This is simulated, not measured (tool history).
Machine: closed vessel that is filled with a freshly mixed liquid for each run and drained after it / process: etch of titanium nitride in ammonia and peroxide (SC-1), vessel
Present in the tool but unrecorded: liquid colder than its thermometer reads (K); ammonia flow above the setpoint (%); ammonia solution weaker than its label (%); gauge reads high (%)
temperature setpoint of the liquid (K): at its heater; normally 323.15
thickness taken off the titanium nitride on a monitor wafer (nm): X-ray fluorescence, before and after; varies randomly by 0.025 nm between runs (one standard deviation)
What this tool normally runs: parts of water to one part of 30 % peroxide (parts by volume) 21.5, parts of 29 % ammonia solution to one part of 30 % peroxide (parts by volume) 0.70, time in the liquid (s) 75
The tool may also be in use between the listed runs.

| run | hour | temperature setpoint of the liquid (K) | parts of water to one part of 30 % peroxide (parts by volume) | parts of 29 % ammonia solution to one part of 30 % peroxide (parts by volume) | time in the liquid (s) | wafers since the last listed run | hours since the thermometer was replaced | hours since the ammonia flow meter was replaced | hours since the drum of ammonia solution was connected | hours since the gauge calibration | read-back film thickness of the titanium nitride reference wafer, read on the same gauge (nm) | thickness taken off the titanium nitride on a monitor wafer (nm) |
|---|---|---|---|---|---|---|---|---|---|---|---|---|
| 1 | 0.0 | 323.15 | 21.5 | 0.70 | 75 | 0 | 1117.5 | 1799.5 | 473.2 | 444.2 | 119.95 | 4.97 |
| 2 | 25.6 | 323.15 | 21.5 | 0.70 | 75 | 2537 | 1143.1 | 1825.1 | 498.8 | 469.8 | 120.00 | 5.03 |
| 3 | 41.3 | 323.15 | 21.5 | 0.70 | 75 | 1556 | 1158.8 | 1840.8 | 514.5 | 485.5 | 119.98 | 4.97 |
| 4 | 61.8 | 323.15 | 21.5 | 0.70 | 75 | 2032 | 1179.3 | 1861.3 | 535.0 | 506.0 | 120.05 | 4.98 |
| 5 | 83.7 | 323.15 | 21.5 | 0.70 | 75 | 2171 | 1201.2 | 1883.2 | 556.9 | 527.9 | 119.98 | 5.00 |
| 6 | 106.0 | 328.15 | 21.5 | 0.80 | 75 | 2210 | 1223.5 | 1905.5 | 579.2 | 550.2 | 120.01 | 7.17 |
| 7 | 127.5 | 328.15 | 21.5 | 0.80 | 75 | 2131 | 1245.0 | 1927.0 | 600.7 | 571.7 | 120.02 | 7.17 |
| 8 | 148.3 | 323.15 | 21.5 | 0.70 | 75 | 2062 | 1265.8 | 1947.8 | 621.5 | 592.5 | 119.96 | 5.01 |
| 9 | 163.7 | 323.15 | 21.5 | 0.70 | 75 | 1526 | 1281.2 | 1963.2 | 636.9 | 607.9 | 120.01 | 4.97 |
| 10 | 182.5 | 330.65 | 15.0 | 0.40 | 120 | 1863 | 1300.0 | 1982.0 | 655.7 | 626.7 | 119.98 | 14.43 |
|  | 190.3 | gauge calibrated |
| 11 | 206.8 | 323.15 | 26.0 | 0.70 | 75 | 2409 | 1324.3 | 2006.3 | 680.0 | 16.5 | 120.03 | 4.51 |
| 12 | 222.1 | 326.15 | 32.5 | 0.70 | 75 | 1516 | 1339.6 | 2021.6 | 695.3 | 31.8 | 119.99 | 4.83 |
| 13 | 240.1 | 323.15 | 29.0 | 0.60 | 45 | 1784 | 1357.6 | 2039.6 | 713.3 | 49.8 | 120.02 | 2.43 |
| 14 | 260.7 | 323.15 | 17.0 | 0.70 | 75 | 2042 | 1378.2 | 2060.2 | 733.9 | 70.4 | 119.98 | 5.67 |
| 15 | 280.8 | 323.15 | 21.5 | 0.70 | 75 | 1992 | 1398.3 | 2080.3 | 754.0 | 90.5 | 120.05 | 4.96 |
| 16 | 309.6 | 323.15 | 21.5 | 0.70 | 75 | 2855 | 1427.1 | 2109.1 | 782.8 | 119.3 | 120.02 | 4.96 |
| 17 | 324.3 | 332.15 | 27.0 | 0.80 | 50 | 1457 | 1441.8 | 2123.8 | 797.5 | 134.0 | 119.96 | 5.48 |
|  | 351.0 | new drum of ammonia solution connected |
| 18 | 355.4 | 327.15 | 13.5 | 0.70 | 30 | 2984 | 1472.9 | 2154.9 | 4.4 | 165.1 | 119.97 | 3.41 |
| 19 | 384.5 | 323.15 | 21.5 | 0.50 | 100 | 2884 | 1502.0 | 2184.0 | 33.5 | 194.2 | 120.02 | 6.33 |
|  | 390.3 | thermometer replaced |
| 20 | 407.3 | 323.15 | 21.5 | 0.70 | 75 | 2161 | 17.0 | 2206.8 | 56.3 | 217.0 | 120.05 | 5.05 |
|  | 409.7 | ammonia flow meter replaced |
| 21 | 433.3 | 323.15 | 21.5 | 0.70 | 75 | 2478 | 43.0 | 23.6 | 82.3 | 243.0 | 119.98 | 5.07 |
| 22 | 523.0 | 323.15 | 21.5 | 0.80 | 75 | 8892 | 132.7 | 113.3 | 172.0 | 332.7 | 120.00 | 5.18 |
| 23 | 554.3 | 323.15 | 21.5 | 0.55 | 75 | 3102 | 164.0 | 144.6 | 203.3 | 364.0 | 120.03 | 4.80 |
| 24 | 573.0 | 323.15 | 21.5 | 0.70 | 75 | 1853 | 182.7 | 163.3 | 222.0 | 382.7 | 120.01 | 5.02 |
| 25 | 585.6 | 333.15 | 11.0 | 0.70 | 75 | 1249 | 195.3 | 175.9 | 234.6 | 395.3 | 120.02 | 14.15 |
| 26 | 615.9 | 323.15 | 11.5 | 0.70 | 115 | 3003 | 225.6 | 206.2 | 264.9 | 425.6 | 119.98 | 10.89 |
| 27 | 637.0 | 317.65 | 11.0 | 0.95 | 50 | 2091 | 246.7 | 227.3 | 286.0 | 446.7 | 120.00 | 3.46 |
| 28 | 661.3 | 323.15 | 21.5 | 0.70 | 75 | 2409 | 271.0 | 251.6 | 310.3 | 471.0 | 119.99 | 5.03 |

Forecast each of these 4 alternatives for the next run:
| A | 662.0 | 323.15 | 15.5 | 0.70 | 75 | 69 | 271.7 | 252.3 | 311.0 | 471.7 | ? | ? |
| B | 662.0 | 323.15 | 21.5 | 0.70 | 35 | 69 | 271.7 | 252.3 | 311.0 | 471.7 | ? | ? |
| C | 662.0 | 323.15 | 11.0 | 0.40 | 75 | 69 | 271.7 | 252.3 | 311.0 | 471.7 | ? | ? |
| D | 662.0 | 323.15 | 30.0 | 1.00 | 75 | 69 | 271.7 | 252.3 | 311.0 | 471.7 | ? | ? |

| run | read-back film thickness of the titanium nitride reference wafer, read on the same gauge (nm) | thickness taken off the titanium nitride on a monitor wafer (nm) |
|---|---|---|
| A | 120.06 | 6.01 |
| B | 120.06 | 2.34 |
| C | 120.06 | 6.54 |
| D | 120.06 | 4.45 |
Take away the tool's hidden state, keep each run's random variation, and the runs would have read:
| run | thickness taken off the titanium nitride on a monitor wafer (nm) |
|---|---|
| A | 6.08 |
| B | 2.37 |
| C | 6.61 |
| D | 4.50 |
